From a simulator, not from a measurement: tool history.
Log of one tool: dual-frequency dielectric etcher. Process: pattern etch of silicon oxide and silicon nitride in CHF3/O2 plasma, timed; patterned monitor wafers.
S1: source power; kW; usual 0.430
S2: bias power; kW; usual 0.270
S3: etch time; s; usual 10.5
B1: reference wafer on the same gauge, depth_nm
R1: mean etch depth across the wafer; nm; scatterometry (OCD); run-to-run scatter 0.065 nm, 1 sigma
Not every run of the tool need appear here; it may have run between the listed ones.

run,hour,S1,S2,S3,B1,R1
1,0.0,0.430,0.270,12.5,17.69,18.62
2,48.7,0.430,0.270,12.5,17.70,18.55
3,93.6,0.430,0.270,10.5,17.69,15.63
# hour 147.3: wet clean of the chamber
4,150.5,0.430,0.270,10.5,17.70,15.69
5,213.9,0.430,0.225,8.0,17.71,11.42
6,272.5,0.430,0.270,10.5,17.70,15.60
# hour 313.9: bias power generator calibrated
7,342.3,0.490,0.270,7.5,17.70,11.96
8,406.3,0.500,0.270,11.5,17.69,18.71
9,575.7,0.400,0.226,13.0,17.70,17.50
10,630.6,0.430,0.270,12.0,17.70,17.63
# hour 713.2: source power generator calibrated
11,722.4,0.430,0.293,9.5,17.69,14.20
12,778.1,0.350,0.270,11.5,17.70,14.61
13,830.8,0.360,0.270,10.5,17.70,13.70
# hour 941.2: wet clean of the chamber
14,941.7,0.510,0.270,12.0,17.70,19.72
15,1024.8,0.430,0.270,10.5,17.71,15.46
16,1100.6,0.430,0.300,8.5,17.69,12.94
17,1148.7,0.320,0.250,10.5,17.70,12.11
18,1252.2,0.430,0.249,10.5,17.69,15.11
19,1328.1,0.530,0.298,9.5,17.71,16.47
20,1380.3,0.430,0.270,10.5,17.71,15.50
21,1449.1,0.530,0.270,10.5,17.72,17.64
# hour 1521.5: gauge calibrated
22,1544.7,0.430,0.322,10.5,17.69,16.28
# hour 1600.4: wet clean of the chamber
23,1600.9,0.430,0.270,10.5,17.68,15.43
24,1684.8,0.430,0.270,10.5,17.71,15.57
# hour 1783.7: upper electrode replaced
25,1784.2,0.350,0.270,10.5,17.70,13.41
26,1815.5,0.470,0.214,10.5,17.70,15.49
27,1866.9,0.340,0.270,10.5,17.71,13.04
28,1951.5,0.460,0.270,10.5,17.70,16.27

Each row is a separate what-if for the run after 28, all from the same tool condition, not one after another. Results?
A,1951.9,0.430,0.270,10.5,?,?
B,1951.9,0.430,0.270,8.5,?,?
C,1951.9,0.360,0.219,11.5,?,?
D,1951.9,0.500,0.270,10.5,?,?
E,1951.9,0.540,0.270,13.0,?,?

run,B1,R1
A,17.69,15.55
B,17.69,12.59
C,17.69,14.17
D,17.69,17.10
E,17.69,22.16
Without the tool's unlogged condition, the same runs would have read:
run,R1
A,15.47
B,12.52
C,14.10
D,17.01
E,22.04

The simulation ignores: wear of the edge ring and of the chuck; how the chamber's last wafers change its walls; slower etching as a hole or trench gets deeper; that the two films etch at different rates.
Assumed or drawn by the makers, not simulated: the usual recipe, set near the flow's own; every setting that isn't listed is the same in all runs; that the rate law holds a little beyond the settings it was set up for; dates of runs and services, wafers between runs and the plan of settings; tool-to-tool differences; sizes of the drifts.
